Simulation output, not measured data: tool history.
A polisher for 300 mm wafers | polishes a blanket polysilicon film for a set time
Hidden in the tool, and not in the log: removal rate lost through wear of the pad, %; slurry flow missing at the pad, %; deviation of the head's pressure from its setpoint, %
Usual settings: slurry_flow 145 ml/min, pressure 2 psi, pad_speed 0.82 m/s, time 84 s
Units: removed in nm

run,hour,slurry_flow,pressure,pad_speed,time,wafers since the last listed run,wafers polished on this pad,hours since the slurry nozzle was cleaned,hours since the head pressure was calibrated,"incoming thickness of the incoming film, nm",removed
1,0,145,2,0.7,84,0,1264,300.4,61.3,1316.3,325.9
2,22.9,120,2,0.82,84,226,1491,323.3,84.2,1346.7,376.9
3,49.5,120,2,0.82,84,263,1755,349.9,110.8,1309.7,364.3
# hour 59.3: worn pad replaced by a new one
4,62.4,120,2,0.82,84,88,30,362.8,123.7,1320.8,397.1
5,89,145,2,0.82,84,263,294,389.4,150.3,1320.5,411.7
6,108.2,145,2,0.82,84,190,484,408.6,169.5,1340.7,399.5
7,123.5,145,2,0.82,84,151,636,423.9,184.8,1335.9,393
8,146.5,145,2,0.82,84,227,863,446.9,207.8,1328,391.9
9,176.5,145,2,0.82,84,297,1161,476.9,237.8,1341,391.1
10,211.5,145,2,0.92,84,346,1508,511.9,272.8,1335.1,441.4
11,233.9,145,2,0.92,84,221,1730,534.3,295.2,1314.8,439.4
12,247.2,145,2,0.82,84,131,1861,547.6,308.5,1340.7,388.4
13,269.2,145,2,0.82,84,218,2079,569.6,330.5,1347.3,391.7
# hour 282.9: worn pad replaced by a new one
14,302,145,2,0.82,84,285,189,602.4,363.3,1358.4,417.9
15,401.2,145,2,0.82,84,983,1172,701.6,462.5,1342.7,415.6
16,419,145,2,0.82,84,176,1348,719.4,480.3,1333.3,407.7
17,440.6,145,2,0.62,84,214,1562,741,501.9,1343.9,312.5
# hour 467.3: worn pad replaced by a new one
18,474.2,145,2,0.62,84,293,68,774.6,535.5,1323.2,334.9
19,500.9,145,2,0.94,99,264,332,801.3,562.2,1364.9,599.5
20,527,145,2,0.94,63,258,591,827.4,588.3,1328.5,366.8
21,546.8,175,1.4,1.04,68,196,787,847.2,608.1,1338.9,319.3
22,559.9,145,2,0.82,84,129,917,860.3,621.2,1323.6,432.1
# hour 566.9: slurry nozzle cleaned
23,583.4,145,2,0.82,84,222,1140,16.5,644.7,1315.2,423.8
24,609,145,2,0.82,84,253,1394,42.1,670.3,1334.3,435
# hour 640.4: head pressure recalibrated
25,642.9,145,2.3,0.82,84,316,1710,76,2.5,1330.2,432.7
26,669.7,105,1.4,0.58,59,265,1975,102.8,29.3,1353.6,122.7
# hour 688.8: worn pad replaced by a new one
27,689.3,145,2,0.82,84,154,4,122.4,48.9,1368.1,412.9
28,712.8,130,2.3,1,84,232,237,145.9,72.4,1341,554.4
29,738.5,145,2,0.7,69,254,492,171.6,98.1,1332.4,274.3

The next listed run, before its measurement:
30,773.3,145,2,1.06,84,344,837,206.4,132.9,1347.2,?

Run 30 gave removed 494.6 nm.
Without the tool's hidden state the same run would have given removed 529.5 nm.
